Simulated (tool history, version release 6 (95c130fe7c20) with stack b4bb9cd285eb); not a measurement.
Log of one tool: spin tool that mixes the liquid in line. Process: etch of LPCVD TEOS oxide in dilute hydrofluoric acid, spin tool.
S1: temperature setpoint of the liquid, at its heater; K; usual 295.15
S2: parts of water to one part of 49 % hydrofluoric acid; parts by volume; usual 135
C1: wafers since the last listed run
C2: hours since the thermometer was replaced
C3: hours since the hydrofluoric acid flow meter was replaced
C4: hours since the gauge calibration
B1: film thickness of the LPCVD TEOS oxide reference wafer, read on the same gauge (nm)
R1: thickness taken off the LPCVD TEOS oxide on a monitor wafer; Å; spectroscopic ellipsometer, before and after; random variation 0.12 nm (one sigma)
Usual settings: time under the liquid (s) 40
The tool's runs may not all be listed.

{"run": 1, "day": 0.0, "S1": 295.15, "S2": 135, "time under the liquid (s)": 40, "C1": 0, "C2": 1380.9, "C3": 1713.9, "C4": 448.9, "B1": 79.99, "R1": 134}
{"run": 2, "day": 1.812, "S1": 295.15, "S2": 135, "time under the liquid (s)": 40, "C1": 579, "C2": 1424.4, "C3": 1757.4, "C4": 492.4, "B1": 79.99, "R1": 136.8}
{"run": 3, "day": 4.175, "S1": 295.15, "S2": 135, "time under the liquid (s)": 40, "C1": 755, "C2": 1481.1, "C3": 1814.1, "C4": 549.1, "B1": 79.97, "R1": 136.6}
{"run": 4, "day": 6.983, "S1": 295.15, "S2": 95, "time under the liquid (s)": 40, "C1": 897, "C2": 1548.5, "C3": 1881.5, "C4": 616.5, "B1": 79.98, "R1": 200.6}
{"run": 5, "day": 8.904, "S1": 295.15, "S2": 95, "time under the liquid (s)": 40, "C1": 613, "C2": 1594.6, "C3": 1927.6, "C4": 662.6, "B1": 80.01, "R1": 204.2}
{"run": 6, "day": 11.592, "S1": 293.65, "S2": 135, "time under the liquid (s)": 40, "C1": 858, "C2": 1659.1, "C3": 1992.1, "C4": 727.1, "B1": 80.02, "R1": 128.9}
{"run": 7, "day": 15.075, "S1": 293.65, "S2": 135, "time under the liquid (s)": 40, "C1": 1113, "C2": 1742.7, "C3": 2075.7, "C4": 810.7, "B1": 80.01, "R1": 126}
{"run": 8, "day": 17.746, "S1": 293.65, "S2": 135, "time under the liquid (s)": 40, "C1": 853, "C2": 1806.8, "C3": 2139.8, "C4": 874.8, "B1": 80, "R1": 129}
{"day": 19.142, "done": "hydrofluoric acid flow meter replaced"}
{"day": 21.362, "done": "thermometer replaced"}
{"run": 9, "day": 22.004, "S1": 295.15, "S2": 135, "time under the liquid (s)": 40, "C1": 1334, "C2": 15.4, "C3": 68.7, "C4": 977, "B1": 80.01, "R1": 144.3}
{"run": 10, "day": 25.142, "S1": 295.15, "S2": 95, "time under the liquid (s)": 60, "C1": 1002, "C2": 90.7, "C3": 144, "C4": 1052.3, "B1": 79.99, "R1": 318.9}
{"run": 11, "day": 28.812, "S1": 297.15, "S2": 135, "time under the liquid (s)": 25, "C1": 1173, "C2": 178.8, "C3": 232.1, "C4": 1140.4, "B1": 80.02, "R1": 96.9}
{"run": 12, "day": 32.446, "S1": 297.15, "S2": 135, "time under the liquid (s)": 25, "C1": 1161, "C2": 266, "C3": 319.3, "C4": 1227.6, "B1": 79.99, "R1": 95.5}
{"run": 13, "day": 35.738, "S1": 293.15, "S2": 175, "time under the liquid (s)": 50, "C1": 1051, "C2": 345, "C3": 398.3, "C4": 1306.6, "B1": 79.98, "R1": 122.7}
{"run": 14, "day": 38.679, "S1": 295.15, "S2": 135, "time under the liquid (s)": 40, "C1": 940, "C2": 415.6, "C3": 468.9, "C4": 1377.2, "B1": 80.02, "R1": 143.1}
{"day": 40.379, "done": "gauge calibrated"}
{"run": 15, "day": 41.717, "S1": 291.65, "S2": 135, "time under the liquid (s)": 40, "C1": 970, "C2": 488.5, "C3": 541.8, "C4": 32.1, "B1": 79.98, "R1": 122.7}
{"run": 16, "day": 45.762, "S1": 293.65, "S2": 135, "time under the liquid (s)": 40, "C1": 1292, "C2": 585.6, "C3": 638.9, "C4": 129.2, "B1": 80, "R1": 133.2}
{"run": 17, "day": 49.129, "S1": 295.15, "S2": 80, "time under the liquid (s)": 60, "C1": 1075, "C2": 666.4, "C3": 719.7, "C4": 210, "B1": 80, "R1": 379.3}
{"run": 18, "day": 53.05, "S1": 291.15, "S2": 135, "time under the liquid (s)": 50, "C1": 1253, "C2": 760.5, "C3": 813.8, "C4": 304.1, "B1": 80.01, "R1": 151.3}

4 ways to go on from here, each from the tool as it stands after run 18. What would each give?
{"run": "A", "day": 53.067, "S1": 295.15, "S2": 135, "time under the liquid (s)": 40, "C1": 5, "C2": 760.9, "C3": 814.2, "C4": 304.5, "B1": "?", "R1": "?"}
{"run": "B", "day": 53.067, "S1": 295.15, "S2": 190, "time under the liquid (s)": 40, "C1": 5, "C2": 760.9, "C3": 814.2, "C4": 304.5, "B1": "?", "R1": "?"}
{"run": "C", "day": 53.067, "S1": 293.15, "S2": 155, "time under the liquid (s)": 30, "C1": 5, "C2": 760.9, "C3": 814.2, "C4": 304.5, "B1": "?", "R1": "?"}
{"run": "D", "day": 53.067, "S1": 293.15, "S2": 135, "time under the liquid (s)": 40, "C1": 5, "C2": 760.9, "C3": 814.2, "C4": 304.5, "B1": "?", "R1": "?"}

run=A B1=79.99 R1=140.3
run=B B1=79.99 R1=93.8
run=C B1=79.99 R1=82.8
run=D B1=79.99 R1=129.6
Without the tool's hidden state the same runs would have given:
run=A R1=144.9
run=B R1=97
run=C R1=85.6
run=D R1=133.8

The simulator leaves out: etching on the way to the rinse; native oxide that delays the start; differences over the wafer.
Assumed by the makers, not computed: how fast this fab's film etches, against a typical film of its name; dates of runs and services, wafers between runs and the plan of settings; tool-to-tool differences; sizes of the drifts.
